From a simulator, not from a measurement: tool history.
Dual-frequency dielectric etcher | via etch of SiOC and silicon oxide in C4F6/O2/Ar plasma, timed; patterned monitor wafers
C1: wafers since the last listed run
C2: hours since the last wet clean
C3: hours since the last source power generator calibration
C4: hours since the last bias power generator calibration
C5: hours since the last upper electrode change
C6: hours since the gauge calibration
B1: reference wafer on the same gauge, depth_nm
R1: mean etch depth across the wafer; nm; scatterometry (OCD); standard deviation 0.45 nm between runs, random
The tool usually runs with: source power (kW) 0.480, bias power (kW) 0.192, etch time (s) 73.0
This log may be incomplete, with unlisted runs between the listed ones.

run 1 day=0.000 | source_power_(kW)=0.440 bias_power_(kW)=0.192 etch_time_(s)=73.0 | C1=0 C2=498.8 C3=2856.0 C4=3048.6 C5=4569.1 C6=522.9 | B1=72.5 | R1=91.3
-- day=3.379 wet clean of the chamber
run 2 day=3.400 | source_power_(kW)=0.440 bias_power_(kW)=0.192 etch_time_(s)=73.0 | C1=820 C2=0.5 C3=2937.6 C4=3130.2 C5=4650.7 C6=604.5 | B1=72.6 | R1=86.6
run 3 day=4.950 | source_power_(kW)=0.570 bias_power_(kW)=0.192 etch_time_(s)=73.0 | C1=530 C2=37.7 C3=2974.8 C4=3167.4 C5=4687.9 C6=641.7 | B1=72.6 | R1=96.2
run 4 day=7.183 | source_power_(kW)=0.570 bias_power_(kW)=0.192 etch_time_(s)=73.0 | C1=763 C2=91.3 C3=3028.4 C4=3221.0 C5=4741.5 C6=695.3 | B1=72.6 | R1=96.1
run 5 day=9.654 | source_power_(kW)=0.570 bias_power_(kW)=0.192 etch_time_(s)=73.0 | C1=844 C2=150.6 C3=3087.7 C4=3280.3 C5=4800.8 C6=754.6 | B1=72.6 | R1=96.8
run 6 day=12.558 | source_power_(kW)=0.480 bias_power_(kW)=0.192 etch_time_(s)=73.0 | C1=993 C2=220.3 C3=3157.4 C4=3350.0 C5=4870.5 C6=824.3 | B1=72.5 | R1=92.2
run 7 day=15.817 | source_power_(kW)=0.480 bias_power_(kW)=0.192 etch_time_(s)=73.0 | C1=1114 C2=298.5 C3=3235.6 C4=3428.2 C5=4948.7 C6=902.5 | B1=72.4 | R1=92.1
run 8 day=20.283 | source_power_(kW)=0.480 bias_power_(kW)=0.192 etch_time_(s)=73.0 | C1=1527 C2=405.7 C3=3342.8 C4=3535.4 C5=5055.9 C6=1009.7 | B1=72.6 | R1=93.7
run 9 day=22.279 | source_power_(kW)=0.480 bias_power_(kW)=0.192 etch_time_(s)=73.0 | C1=682 C2=453.6 C3=3390.7 C4=3583.3 C5=5103.8 C6=1057.6 | B1=72.6 | R1=93.1
run 10 day=23.904 | source_power_(kW)=0.480 bias_power_(kW)=0.192 etch_time_(s)=61.0 | C1=555 C2=492.6 C3=3429.7 C4=3622.3 C5=5142.8 C6=1096.6 | B1=72.5 | R1=79.0
-- day=25.567 upper electrode replaced
run 11 day=25.871 | source_power_(kW)=0.480 bias_power_(kW)=0.192 etch_time_(s)=73.0 | C1=330 C2=539.8 C3=3476.9 C4=3669.5 C5=7.3 C6=1143.8 | B1=72.6 | R1=94.4
-- day=28.017 gauge calibrated
-- day=28.329 wet clean of the chamber
run 12 day=29.975 | source_power_(kW)=0.480 bias_power_(kW)=0.231 etch_time_(s)=57.5 | C1=1061 C2=39.5 C3=3575.4 C4=3768.0 C5=105.8 C6=47.0 | B1=72.6 | R1=77.9
-- day=30.754 bias power generator calibrated
run 13 day=34.258 | source_power_(kW)=0.480 bias_power_(kW)=0.235 etch_time_(s)=80.5 | C1=1407 C2=142.3 C3=3678.2 C4=84.1 C5=208.6 C6=149.8 | B1=72.6 | R1=111.4
run 14 day=36.517 | source_power_(kW)=0.410 bias_power_(kW)=0.192 etch_time_(s)=51.5 | C1=772 C2=196.5 C3=3732.4 C4=138.3 C5=262.8 C6=204.0 | B1=72.5 | R1=60.7
run 15 day=44.467 | source_power_(kW)=0.560 bias_power_(kW)=0.221 etch_time_(s)=89.0 | C1=2718 C2=387.3 C3=3923.2 C4=329.1 C5=453.6 C6=394.8 | B1=72.5 | R1=128.2
-- day=46.283 source power generator calibrated
run 16 day=48.312 | source_power_(kW)=0.480 bias_power_(kW)=0.172 etch_time_(s)=73.0 | C1=1258 C2=479.6 C3=48.7 C4=421.4 C5=545.9 C6=487.1 | B1=72.6 | R1=88.7
run 17 day=50.800 | source_power_(kW)=0.440 bias_power_(kW)=0.154 etch_time_(s)=57.5 | C1=850 C2=539.3 C3=108.4 C4=481.1 C5=605.6 C6=546.8 | B1=72.7 | R1=64.5
run 18 day=53.083 | source_power_(kW)=0.480 bias_power_(kW)=0.151 etch_time_(s)=56.0 | C1=780 C2=594.1 C3=163.2 C4=535.9 C5=660.4 C6=601.6 | B1=72.5 | R1=63.8
-- day=55.812 wet clean of the chamber
run 19 day=57.554 | source_power_(kW)=0.550 bias_power_(kW)=0.192 etch_time_(s)=73.0 | C1=1186 C2=41.8 C3=270.5 C4=643.2 C5=767.7 C6=708.9 | B1=72.5 | R1=95.0
run 20 day=59.054 | source_power_(kW)=0.480 bias_power_(kW)=0.192 etch_time_(s)=73.0 | C1=512 C2=77.8 C3=306.5 C4=679.2 C5=803.7 C6=744.9 | B1=72.6 | R1=90.9

Difference, measured minus no-hidden-state, one row per run. Run-to-run variation is common to both terms; the gauge's own scatter need not be:
Hidden conditions of the tool in this case: etch rate over this chamber's usual, %; source power that arrives over what is set, %; bias power that arrives over what is set, %; gauge reads high (%).
run=1 R1=+3.8
run=2 R1=+0.1
run=3 R1=+0.4
run=4 R1=+1.0
run=5 R1=+1.4
run=6 R1=+1.9
run=7 R1=+2.6
run=8 R1=+3.5
run=9 R1=+3.9
run=10 R1=+3.5
run=11 R1=+4.6
run=12 R1=+0.4
run=13 R1=+1.6
run=14 R1=+1.1
run=15 R1=+4.6
run=16 R1=+3.8
run=17 R1=+3.1
run=18 R1=+3.3
run=19 R1=+0.4
run=20 R1=+0.7
